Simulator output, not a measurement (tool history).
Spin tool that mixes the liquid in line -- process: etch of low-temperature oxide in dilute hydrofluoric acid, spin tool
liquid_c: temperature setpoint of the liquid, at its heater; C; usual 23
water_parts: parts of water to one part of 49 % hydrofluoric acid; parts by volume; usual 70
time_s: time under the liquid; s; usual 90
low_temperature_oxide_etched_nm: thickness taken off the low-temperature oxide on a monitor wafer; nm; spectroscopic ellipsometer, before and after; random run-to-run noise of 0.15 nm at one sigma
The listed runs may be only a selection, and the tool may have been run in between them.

| run | hour | liquid_c | water_parts | time_s | read-back film thickness of the low-temperature oxide reference wafer, read on the same gauge (nm) | low_temperature_oxide_etched_nm |
|---|---|---|---|---|---|---|
| 1 | 0 | 23 | 70 | 100 | 139.98 | 33.88 |
| 2 | 12 | 23 | 70 | 90 | 139.98 | 30.38 |
| 3 | 47.3 | 23 | 70 | 90 | 140 | 30.81 |
| 4 | 69.7 | 23 | 85 | 70 | 140.02 | 19.31 |
| 5 | 82.5 | 23 | 85 | 70 | 140 | 19.34 |
| 6 | 99.5 | 19.5 | 70 | 90 | 140.01 | 26.72 |
| 7 | 116.3 | 19.5 | 70 | 90 | 140.04 | 27.17 |
| 8 | 126.7 | 19.5 | 70 | 90 | 140.01 | 26.51 |
| 9 | 138.1 | 24.5 | 90 | 90 | 140 | 25.16 |
| 10 | 149.5 | 24.5 | 90 | 90 | 139.98 | 24.65 |
| 11 | 157.2 | 24.5 | 90 | 90 | 140.01 | 25.24 |
| 12 | 174.5 | 23 | 70 | 90 | 140.01 | 31.14 |
| 13 | 185.9 | 23 | 70 | 90 | 140.01 | 31.06 |
| 14 | 194.1 | 23 | 70 | 75 | 139.99 | 26.17 |
|  | 194.2 | gauge calibrated |
| 15 | 202.5 | 23 | 70 | 75 | 140.02 | 26.02 |
| 16 | 210.4 | 23 | 85 | 45 | 140.01 | 12.7 |
| 17 | 225.5 | 19 | 70 | 90 | 139.99 | 26.68 |
| 18 | 232.9 | 26.5 | 85 | 135 | 140 | 43.91 |
| 19 | 239.7 | 19 | 70 | 45 | 140.03 | 13.22 |
| 20 | 250.3 | 20.5 | 85 | 120 | 140.04 | 30.71 |
| 21 | 257.2 | 26.5 | 85 | 135 | 140 | 43.55 |
| 22 | 263.6 | 23 | 90 | 90 | 139.97 | 23.94 |
|  | 266.4 | hydrofluoric acid flow meter replaced |
| 23 | 270.9 | 23 | 70 | 90 | 140.01 | 27.9 |
|  | 272.3 | thermometer replaced |
| 24 | 282.5 | 23 | 70 | 90 | 139.98 | 25.54 |
| 25 | 290.8 | 20 | 70 | 90 | 140.01 | 22.57 |
| 26 | 297.1 | 23 | 70 | 90 | 140.01 | 25.89 |
| 27 | 306.1 | 25 | 70 | 145 | 139.99 | 44.7 |
| 28 | 313.4 | 23 | 70 | 90 | 140.01 | 25.75 |
| 29 | 324.4 | 23 | 95 | 120 | 140 | 24.15 |
| 30 | 338.1 | 28 | 50 | 50 | 140 | 25.02 |
| 31 | 354.9 | 18 | 70 | 90 | 140.01 | 20.94 |
| 32 | 367.5 | 26.5 | 90 | 110 | 140.01 | 27.32 |
| 33 | 382 | 21.5 | 70 | 90 | 139.99 | 24.27 |

Predict each of these 4 candidate next runs independently; none follows another, all start after run 33:
| A | 382.4 | 23 | 70 | 60 | ? | ? |
| B | 382.4 | 19.5 | 80 | 90 | ? | ? |
| C | 382.4 | 27 | 95 | 70 | ? | ? |
| D | 382.4 | 18.5 | 45 | 110 | ? | ? |

| run | read-back film thickness of the low-temperature oxide reference wafer, read on the same gauge (nm) | low_temperature_oxide_etched_nm |
|---|---|---|
| A | 140.01 | 17.37 |
| B | 140.01 | 19.5 |
| C | 140.01 | 16.95 |
| D | 140.01 | 42.29 |
With the hidden condition removed and each run's random variation left untouched, the same runs would have given:
| run | low_temperature_oxide_etched_nm |
|---|---|
| A | 16.91 |
| B | 18.97 |
| C | 16.5 |
| D | 41.14 |
